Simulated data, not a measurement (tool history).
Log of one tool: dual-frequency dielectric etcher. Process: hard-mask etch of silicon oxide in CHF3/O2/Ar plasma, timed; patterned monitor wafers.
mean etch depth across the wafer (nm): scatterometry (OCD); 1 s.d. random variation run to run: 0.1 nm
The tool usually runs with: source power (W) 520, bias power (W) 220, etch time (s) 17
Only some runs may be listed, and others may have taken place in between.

run,hour,source power (W),bias power (W),etch time (s),wafers since the last listed run,hours since the last wet clean,hours since the last source power generator calibration,hours since the last bias power generator calibration,hours since the last upper electrode change,hours since the gauge calibration,"read-back reference wafer on the same gauge, depth_nm",mean etch depth across the wafer (nm)
1,0,520,220,17,0,174.8,2787.6,3899.3,1952,794.9,41.81,35.32
2,79.3,520,220,17,1180,254.1,2866.9,3978.6,2031.3,874.2,41.78,35.38
3,144,520,220,17,962,318.8,2931.6,4043.3,2096,938.9,41.79,35.43
4,232,520,220,17,1309,406.8,3019.6,4131.3,2184,1026.9,41.8,35.15
# hour 345.3: wet clean of the chamber
5,345.8,520,220,17,1336,0.5,3133.4,4245.1,2297.8,1140.7,41.81,35.21
6,428.4,480,220,17,1229,83.1,3216,4327.7,2380.4,1223.3,41.83,34.45
7,664.8,480,220,17,3517,319.5,3452.4,4564.1,2616.8,1459.7,41.8,34.38
8,740.2,480,220,17,1122,394.9,3527.8,4639.5,2692.2,1535.1,41.79,34.22
9,780.6,520,259,18,601,435.3,3568.2,4679.9,2732.6,1575.5,41.81,38.4
# hour 785.5: bias power generator calibrated
10,826.1,520,259,18,617,480.8,3613.7,40.6,2778.1,1621,41.78,38.34
# hour 885.7: wet clean of the chamber
11,886.2,520,259,18,537,0.5,3673.8,100.7,2838.2,1681.1,41.82,38.45
12,935.4,560,220,17,732,49.7,3723,149.9,2887.4,1730.3,41.79,35.95
13,1024.2,560,203,21.5,1321,138.5,3811.8,238.7,2976.2,1819.1,41.8,44.92
14,1091.5,520,220,17,1001,205.8,3879.1,306,3043.5,1886.4,41.81,35.16
15,1187.2,520,220,17,1424,301.5,3974.8,401.7,3139.2,1982.1,41.81,35.23
16,1246.5,520,220,17,882,360.8,4034.1,461,3198.5,2041.4,41.8,35.19
17,1331.2,520,220,17,1260,445.5,4118.8,545.7,3283.2,2126.1,41.78,35.15
# hour 1393.4: gauge calibrated
18,1415.9,640,180,12.5,1260,530.2,4203.5,630.4,3367.9,22.5,41.82,26.74
# hour 1495.6: wet clean of the chamber
19,1503.1,480,220,17,940,7.5,4290.7,717.6,3455.1,109.7,41.79,34.2
# hour 1520.5: source power generator calibrated
# hour 1809.3: upper electrode replaced
20,1817.4,640,220,21.5,4260,321.8,296.9,1031.9,8.1,424,41.79,47.11
21,1888.8,440,220,17,1062,393.2,368.3,1103.3,79.5,495.4,41.79,32.93
22,1940.6,520,220,17,770,445,420.1,1155.1,131.3,547.2,41.81,34.88
# hour 1972.2: source power generator calibrated, repeated, since the last time left the tool worse
23,2022.4,480,205,15.5,1157,526.8,50.2,1236.9,213.1,629,41.8,31.22
# hour 2070.7: wet clean of the chamber
24,2072.9,520,250,17,394,2.2,100.7,1287.4,263.6,679.5,41.78,36.29
25,2125.2,450,220,17,778,54.5,153,1339.7,315.9,731.8,41.77,33.97
26,2171.3,400,260,15,686,100.6,199.1,1385.8,362,777.9,41.79,29.74
27,2230.1,400,220,19,874,159.4,257.9,1444.6,420.8,836.7,41.81,36.53
28,2310.8,440,191,17,1200,240.1,338.6,1525.3,501.5,917.4,41.79,32.73
29,2388.5,400,220,19,1156,317.8,416.3,1603,579.2,995.1,41.81,36.48

Consider 4 possible next runs. They are alternatives, not a sequence: every one starts from the tool as it was left by run 29. What does each give?
A,2388.9,520,220,13.5,5,318.2,416.7,1603.4,579.6,995.5,?,?
B,2388.9,480,272,18.5,5,318.2,416.7,1603.4,579.6,995.5,?,?
C,2388.9,520,245,18.5,5,318.2,416.7,1603.4,579.6,995.5,?,?
D,2388.9,420,267,20.5,5,318.2,416.7,1603.4,579.6,995.5,?,?

run,"read-back reference wafer on the same gauge, depth_nm",mean etch depth across the wafer (nm)
A,41.8,28.34
B,41.8,39.43
C,41.8,39.6
D,41.8,41.83
The same runs, with their run-to-run variation unchanged, on a tool lacking any hidden condition would have given:
run,mean etch depth across the wafer (nm)
A,28.35
B,39.45
C,39.62
D,41.85
